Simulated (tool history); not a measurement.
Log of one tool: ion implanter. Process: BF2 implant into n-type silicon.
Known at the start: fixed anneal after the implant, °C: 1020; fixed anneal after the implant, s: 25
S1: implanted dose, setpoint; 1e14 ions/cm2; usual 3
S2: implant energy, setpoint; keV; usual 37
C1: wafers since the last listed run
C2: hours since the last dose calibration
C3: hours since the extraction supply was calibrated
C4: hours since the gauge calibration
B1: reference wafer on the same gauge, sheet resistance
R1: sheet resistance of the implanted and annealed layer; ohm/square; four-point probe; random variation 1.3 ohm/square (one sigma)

run,day,S1,S2,C1,C2,C3,C4,B1,R1
1,0,3,37,0,544.7,1503.7,1273.6,396.24,378.13
2,2.554,3,37,511,606,1565,1334.9,396.37,376.56
3,4.979,3,27,486,664.2,1623.2,1393.1,396.17,386.57
4,7.883,3,27,582,733.9,1692.9,1462.8,396.12,388.17
5,9.079,3,27,239,762.6,1721.6,1491.5,395.75,389.81
6,10.117,3,33,207,787.5,1746.5,1516.4,396.45,381.62
7,12.417,3.51,37,461,842.7,1801.7,1571.6,395.77,332.87
8,15.338,3.51,37,585,912.8,1871.8,1641.7,395.83,330.7
9,18.338,3,37,601,984.8,1943.8,1713.7,395.98,381.11
10,21.067,3,37,547,1050.3,2009.3,1779.2,396.28,382.19
# day 23.021: gauge calibrated
11,23.3,3.61,30.5,447,1103.9,2062.9,6.7,396.74,328.23
12,25.346,3.61,30.5,410,1153,2112,55.8,395.42,331.45
# day 26.329: extraction supply calibrated
13,27.783,3,43.5,421,1211.5,34.9,114.3,395.54,372.27
14,28.921,3,43.5,227,1238.8,62.2,141.6,396.19,373.23
15,31.858,3,43.5,588,1309.3,132.7,212.1,396.18,374.26
16,36.321,3,30.5,894,1416.4,239.8,319.2,396.1,389.06
17,38.267,3,37,390,1463.1,286.5,365.9,396.4,381.55
18,40.867,3,37,521,1525.5,348.9,428.3,396.01,380.7
19,43.617,3.41,33,551,1591.5,414.9,494.3,396.29,346.23
20,44.729,2.77,37,222,1618.2,441.6,521,396.43,406.95
21,46.538,3.69,49,362,1661.6,485,564.4,396.07,312.14
22,47.621,3,27,217,1687.6,511,590.4,396.52,391.98
23,50.446,3,43.5,566,1755.4,578.8,658.2,396.69,376.89
24,52.504,3,43.5,412,1804.8,628.2,707.6,396,378.51
25,53.812,3,37,262,1836.2,659.6,739,396,383.39
26,55.479,3.73,37,334,1876.2,699.6,779,396.22,320.45
27,56.942,2.23,41,293,1911.3,734.7,814.1,396.4,487.25
28,58.488,3.88,31.5,309,1948.4,771.8,851.2,396.25,311.33
# day 61.588: Faraday cup replaced and dose calibrated
29,61.608,2.11,33,558,0.5,846.7,926.1,395.85,513.05
30,63.85,3.38,49,449,54.3,900.5,979.9,396.37,330.04
31,65.462,3.85,43,323,93,939.2,1018.6,395.55,300.47
32,67.279,3,37,364,136.6,982.8,1062.2,396.34,379.77
33,68.296,2.15,30,203,161,1007.2,1086.6,395.43,509.37
34,70.354,3.38,43.5,412,210.4,1056.6,1136,395.45,335.84
35,71.812,3.55,37,292,245.4,1091.6,1171,395.88,325.88
36,80.796,2.47,46.5,1800,461,1307.2,1386.6,396.29,435.14

The tool's hidden state at each run:
deviation of the true energy from its setpoint, %: 0 in every run
gauge reads high (%): 0 in every run
H1: deviation of the true dose from the Faraday cup's reading, %
run,H1
1,-0.701
2,-0.79
3,-0.875
4,-0.976
5,-1.02
6,-1.05
7,-1.13
8,-1.24
9,-1.34
10,-1.44
11,-1.51
12,-1.59
13,-1.67
14,-1.71
15,-1.81
16,-1.97
17,-2.04
18,-2.13
19,-2.22
20,-2.26
21,-2.33
22,-2.36
23,-2.46
24,-2.53
25,-2.58
26,-2.64
27,-2.69
28,-2.74
29,-0.353
30,-0.431
31,-0.488
32,-0.551
33,-0.586
34,-0.658
35,-0.709
36,-1.02
